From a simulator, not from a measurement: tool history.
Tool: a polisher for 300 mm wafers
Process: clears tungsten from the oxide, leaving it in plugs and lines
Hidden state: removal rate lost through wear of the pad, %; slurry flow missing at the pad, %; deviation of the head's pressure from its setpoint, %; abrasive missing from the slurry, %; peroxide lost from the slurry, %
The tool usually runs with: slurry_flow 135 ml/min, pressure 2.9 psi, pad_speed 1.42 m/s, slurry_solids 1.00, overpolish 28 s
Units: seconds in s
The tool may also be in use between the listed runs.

run,hour,slurry_flow,pressure,pad_speed,slurry_solids,overpolish,wafers since the last listed run,wafers polished on this pad,hours since the slurry nozzle was cleaned,hours since the head pressure was calibrated,hours since the slurry blender was calibrated,hours since the slurry got fresh peroxide,"incoming thickness of the incoming film, nm",seconds
1,0.0,135,2.5,1.42,1.00,28,0,596,49.0,97.7,89.1,46.3,581.0,136.2
2,10.1,135,2.9,1.42,1.00,28,96,693,59.1,107.8,99.2,56.4,584.3,117.0
3,23.2,135,2.9,1.42,1.00,45,125,818,72.2,120.9,112.3,69.5,581.3,119.9
4,32.0,105,3.6,1.42,1.00,28,84,902,81.0,129.7,121.1,78.3,576.2,103.2
5,44.1,135,3.8,1.42,1.15,28,115,1017,93.1,141.8,133.2,90.4,590.7,89.5
# hour 48.2: worn pad replaced by a new one
6,50.2,135,2.9,1.42,1.00,41,20,19,99.2,147.9,139.3,96.5,579.1,118.8
7,61.1,135,2.9,1.56,1.30,28,104,123,110.1,158.8,150.2,107.4,578.5,101.4
8,70.3,135,2.9,1.42,1.00,28,87,211,119.3,168.0,159.4,116.6,580.2,119.4
9,76.5,135,2.9,1.42,1.20,28,59,270,125.5,174.2,165.6,122.8,588.8,116.6
# hour 85.6: slurry blender recalibrated
10,93.0,135,2.0,1.78,1.00,28,138,408,142.0,190.7,7.4,139.3,587.8,142.4
11,110.7,95,2.9,1.62,1.00,13,168,577,159.7,208.4,25.1,157.0,579.1,110.5
# hour 125.9: slurry tank refilled with fresh slurry and peroxide
12,127.5,135,2.9,1.56,1.30,28,150,728,176.5,225.2,41.9,1.6,578.5,106.4
13,139.6,95,2.9,1.88,1.00,28,115,844,188.6,237.3,54.0,13.7,577.9,100.4
14,152.7,135,2.2,1.22,1.00,12,125,969,201.7,250.4,67.1,26.8,575.4,188.8
15,159.3,135,2.9,1.42,1.00,28,63,1032,208.3,257.0,73.7,33.4,568.6,121.4
# hour 174.0: worn pad replaced by a new one
16,176.4,135,2.9,1.16,1.00,28,125,22,225.4,274.1,90.8,50.5,577.7,147.6
17,184.1,170,2.9,1.42,0.75,28,73,96,233.1,281.8,98.5,58.2,588.0,125.1
18,191.7,135,2.9,1.42,0.75,28,72,168,240.7,289.4,106.1,65.8,579.7,128.1
19,207.7,135,2.9,1.00,0.85,28,152,321,256.7,305.4,122.1,81.8,579.2,171.8
20,249.1,135,2.9,1.28,1.30,28,395,716,298.1,346.8,163.5,123.2,579.4,130.2
# hour 253.2: slurry blender recalibrated
21,261.3,135,3.8,0.98,1.00,28,97,813,310.3,359.0,8.1,135.4,579.9,138.1
22,270.6,90,2.9,1.42,1.00,28,88,902,319.6,368.3,17.4,144.7,581.0,134.0
23,287.0,135,3.8,1.42,1.15,28,156,1059,336.0,384.7,33.8,161.1,575.4,89.6
# hour 297.8: slurry tank refilled with fresh slurry and peroxide
24,299.3,135,2.9,1.24,0.85,20,107,1167,348.3,397.0,46.1,1.5,581.1,142.6
# hour 314.4: worn pad replaced by a new one
25,314.9,150,2.9,1.42,1.15,28,110,5,363.9,412.6,61.7,17.1,574.2,116.0

5 ways to go on from here, each from the tool as it stands after run 25. What would each give?
A,315.4,135,2.9,1.42,1.00,28,4,9,364.4,413.1,62.2,17.6,575.0,?
B,315.4,135,2.9,1.26,1.25,28,4,9,364.4,413.1,62.2,17.6,575.0,?
C,315.4,135,3.8,1.42,0.85,21,4,9,364.4,413.1,62.2,17.6,575.0,?
D,315.4,135,2.9,1.42,0.90,28,4,9,364.4,413.1,62.2,17.6,575.0,?
E,315.4,135,2.9,1.90,1.00,28,4,9,364.4,413.1,62.2,17.6,575.0,?

run,seconds
A,121.6
B,131.6
C,95.5
D,123.9
E,90.9
With the hidden condition removed and each run's random variation left untouched, the same runs would have given:
run,seconds
A,115.8
B,125.3
C,90.9
D,118.0
E,86.6
